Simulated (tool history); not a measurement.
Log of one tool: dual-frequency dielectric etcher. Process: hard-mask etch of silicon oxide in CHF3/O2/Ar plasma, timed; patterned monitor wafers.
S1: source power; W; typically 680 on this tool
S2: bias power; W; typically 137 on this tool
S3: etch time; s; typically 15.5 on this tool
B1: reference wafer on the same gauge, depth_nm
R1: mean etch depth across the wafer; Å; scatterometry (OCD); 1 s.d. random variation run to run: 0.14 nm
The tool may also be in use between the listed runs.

run 1 hour=0 | S1=680 S2=137 S3=15.5 | B1=27.06 | R1=288.9
run 2 hour=16 | S1=680 S2=137 S3=15.5 | B1=27.04 | R1=286.8
run 3 hour=33.3 | S1=680 S2=137 S3=15.5 | B1=27.05 | R1=288
run 4 hour=49.8 | S1=680 S2=160 S3=15.5 | B1=26.99 | R1=297.9
run 5 hour=59.3 | S1=680 S2=160 S3=15.5 | B1=26.99 | R1=295.5
-- hour=66.3 gauge calibrated
run 6 hour=69.3 | S1=680 S2=137 S3=15.5 | B1=27.03 | R1=287
run 7 hour=85.5 | S1=680 S2=137 S3=15.5 | B1=27.03 | R1=285.6
run 8 hour=94.2 | S1=680 S2=137 S3=15.5 | B1=26.98 | R1=285.1
-- hour=130.8 wet clean of the chamber
run 9 hour=131.3 | S1=680 S2=119 S3=15.5 | B1=26.96 | R1=281.8
run 10 hour=131.6 | S1=680 S2=137 S3=15.5 | B1=27 | R1=287.8
run 11 hour=138.3 | S1=680 S2=137 S3=15.5 | B1=27.01 | R1=287.2
-- hour=167.5 upper electrode replaced
run 12 hour=168 | S1=680 S2=145 S3=15.5 | B1=27.01 | R1=290.2
run 13 hour=168.3 | S1=680 S2=165 S3=19 | B1=27.02 | R1=368.1
run 14 hour=168.6 | S1=550 S2=127 S3=14 | B1=26.99 | R1=244.8
run 15 hour=172.7 | S1=680 S2=137 S3=15.5 | B1=27 | R1=289.5
-- hour=181.7 bias power generator calibrated
run 16 hour=182.4 | S1=680 S2=119 S3=15.5 | B1=26.95 | R1=280.1
run 17 hour=198 | S1=680 S2=120 S3=17 | B1=26.99 | R1=306
run 18 hour=211.7 | S1=730 S2=137 S3=15.5 | B1=27.02 | R1=291.7
-- hour=234 source power generator calibrated
-- hour=256 gauge calibrated
run 19 hour=257.5 | S1=740 S2=106 S3=14 | B1=26.96 | R1=255.1
run 20 hour=271.7 | S1=680 S2=137 S3=15.5 | B1=26.95 | R1=287.2
run 21 hour=278.5 | S1=680 S2=137 S3=14 | B1=26.96 | R1=260.6
run 22 hour=293.3 | S1=680 S2=137 S3=15.5 | B1=27.05 | R1=285.6
run 23 hour=306.8 | S1=680 S2=137 S3=15.5 | B1=26.94 | R1=287.5
run 24 hour=313 | S1=770 S2=115 S3=15.5 | B1=26.96 | R1=288.1
run 25 hour=325.1 | S1=680 S2=154 S3=14 | B1=27.01 | R1=266.8

Consider 4 possible next runs. They are alternatives, not a sequence: every one starts from the tool as it was left by run 25. What does each give?
run A hour=325.5 | S1=600 S2=137 S3=15.5 | B1=? | R1=?
run B hour=325.5 | S1=680 S2=137 S3=13.5 | B1=? | R1=?
run C hour=325.5 | S1=800 S2=137 S3=15.5 | B1=? | R1=?
run D hour=325.5 | S1=680 S2=137 S3=12.5 | B1=? | R1=?

run=A B1=26.95 R1=280.8
run=B B1=26.95 R1=252
run=C B1=26.95 R1=301.6
run=D B1=26.95 R1=233.4
What these runs would have given with no unlogged condition in the tool:
run=A R1=280.8
run=B R1=252
run=C R1=301.6
run=D R1=233.4
